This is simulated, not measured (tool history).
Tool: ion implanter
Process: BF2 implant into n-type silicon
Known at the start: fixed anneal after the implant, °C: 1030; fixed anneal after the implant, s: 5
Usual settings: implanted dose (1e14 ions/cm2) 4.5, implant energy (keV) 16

run	hour	implanted dose (1e14 ions/cm2)	implant energy (keV)	wafers since the last listed run	hours since the last dose calibration	hours since the extraction supply was calibrated	hours since the gauge calibration	read-back reference wafer on the same gauge, sheet resistance	sheet resistance of the implanted and annealed layer (ohm/square)
1	0	4.5	16	0	2247.1	2561.9	392.9	242.07	272.48
2	83.6	4.5	16	959	2330.7	2645.5	476.5	242.11	271.48
3	102.7	4.5	16	219	2349.8	2664.6	495.6	242.09	271.78
4	130.1	5.45	19	314	2377.2	2692	523	242.13	230.41
5	156.2	5.45	19	299	2403.3	2718.1	549.1	242.01	230.91
# hour 179.1: gauge calibrated
# hour 188.7: extraction supply calibrated
6	190.9	4.03	16	306	2438	2.2	11.8	242.03	291.62
7	211	4.03	16	230	2458.1	22.3	31.9	241.99	290.9
8	230.4	4.03	16	222	2477.5	41.7	51.3	241.95	291.91
9	246.8	4.15	12	188	2493.9	58.1	67.7	241.92	309.51
# hour 256.7: Faraday cup replaced and dose calibrated
10	260.4	5.24	10.5	64	3.7	71.7	81.3	241.98	297.56
11	282.6	4.99	16	254	25.9	93.9	103.5	242.18	265.13
12	302.9	5.24	10.5	232	46.2	114.2	123.8	242	298.1
13	327.6	3.36	12.5	283	70.9	138.9	148.5	241.89	362.08
14	424.4	4.03	16	1110	167.7	235.7	245.3	242	302.34
15	445.2	4.15	12	238	188.5	256.5	266.1	241.99	318.92
16	468.6	5.43	14.5	268	211.9	279.9	289.5	242	259.48
17	487.8	5.17	18	220	231.1	299.1	308.7	242.02	249.26
18	503.8	4.5	19	183	247.1	315.1	324.7	241.9	268.54

3 ways to go on from here, each from the tool as it stands after run 18. What would each give?
A	504.2	4.5	16	4	247.5	315.5	325.1	?	?
B	504.2	3.5	10.5	4	247.5	315.5	325.1	?	?
C	504.2	5.2	12	4	247.5	315.5	325.1	?	?

run	read-back reference wafer on the same gauge, sheet resistance	sheet resistance of the implanted and annealed layer (ohm/square)
A	241.86	279.92
B	241.86	366.08
C	241.86	282.62
Without the tool's hidden state the same runs would have given:
run	sheet resistance of the implanted and annealed layer (ohm/square)
A	281.67
B	368.32
C	283.95

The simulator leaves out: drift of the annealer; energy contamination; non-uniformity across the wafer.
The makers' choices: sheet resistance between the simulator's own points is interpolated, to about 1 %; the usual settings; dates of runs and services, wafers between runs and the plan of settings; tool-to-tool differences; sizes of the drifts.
